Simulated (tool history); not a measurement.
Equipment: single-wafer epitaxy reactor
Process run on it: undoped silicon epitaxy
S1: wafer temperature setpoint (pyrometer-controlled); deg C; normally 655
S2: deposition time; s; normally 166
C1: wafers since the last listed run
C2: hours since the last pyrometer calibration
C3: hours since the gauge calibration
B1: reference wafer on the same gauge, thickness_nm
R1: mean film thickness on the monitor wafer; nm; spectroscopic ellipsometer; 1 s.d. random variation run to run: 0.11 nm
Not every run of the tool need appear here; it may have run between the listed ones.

run,hour,S1,S2,C1,C2,C3,B1,R1
1,0,655,147,0,258.7,992.5,25.615,27.266
2,78.3,655,147,1016,337,1070.8,25.603,27.298
# hour 113.4: gauge calibrated
3,126.8,655,166,629,385.5,13.4,25.606,30.519
4,206.7,655,166,1037,465.4,93.3,25.576,30.474
5,305.9,652,166,1288,564.6,192.5,25.572,28.602
6,383.8,666,166,1011,642.5,270.4,25.606,39.873
7,487.8,666,166,1350,746.5,374.4,25.592,39.926
8,639.9,655,166,1975,898.6,526.5,25.579,30.576
9,702.9,644,166,818,961.6,589.5,25.59,23.061
10,766.5,655,166,825,1025.2,653.1,25.578,30.431
11,859.3,655,166,1205,1118,745.9,25.588,30.246
12,911.2,655,166,673,1169.9,797.8,25.614,30.344
13,969.7,655,166,759,1228.4,856.3,25.605,30.225
14,1076.5,655,166,1386,1335.2,963.1,25.582,30.462
15,1182.6,648,146,1377,1441.3,1069.2,25.599,22.501
16,1255.4,649,174,945,1514.1,1142,25.611,27.437
17,1360.5,662,157,1364,1619.2,1247.1,25.609,33.93
# hour 1398.7: gauge calibrated
18,1451.6,655,184,1182,1710.3,52.9,25.592,33.867
19,1537.4,655,166,1114,1796.1,138.7,25.605,30.339
20,1588.7,648,146,666,1847.4,190,25.606,22.539
21,1657.3,650,195,890,1916,258.6,25.604,31.416
22,1757.8,650,156,1305,2016.5,359.1,25.618,25.158
23,1806.2,663,140,628,2064.9,407.5,25.59,31.012
# hour 1817.4: pyrometer calibrated
24,1853.5,668,185,510,36.1,454.8,25.601,46.995
25,2111.5,655,166,3350,294.1,712.8,25.586,30.473
26,2216.9,660,184,1368,399.5,818.2,25.602,38.175
27,2310.1,663,166,1210,492.7,911.4,25.616,37.277
28,2367.6,663,179,746,550.2,968.9,25.594,39.978

What if the next run were any one of these 4? Each begins from the tool's condition after run 28:
A,2368,668,166,5,550.6,969.3,?,?
B,2368,669,153,5,550.6,969.3,?,?
C,2368,669,166,5,550.6,969.3,?,?
D,2368,643,186,5,550.6,969.3,?,?

run,B1,R1
A,25.599,41.612
B,25.599,39.277
C,25.599,42.615
D,25.599,25.219
Without the tool's hidden state the same runs would have given:
run,R1
A,42.188
B,39.82
C,43.203
D,25.59
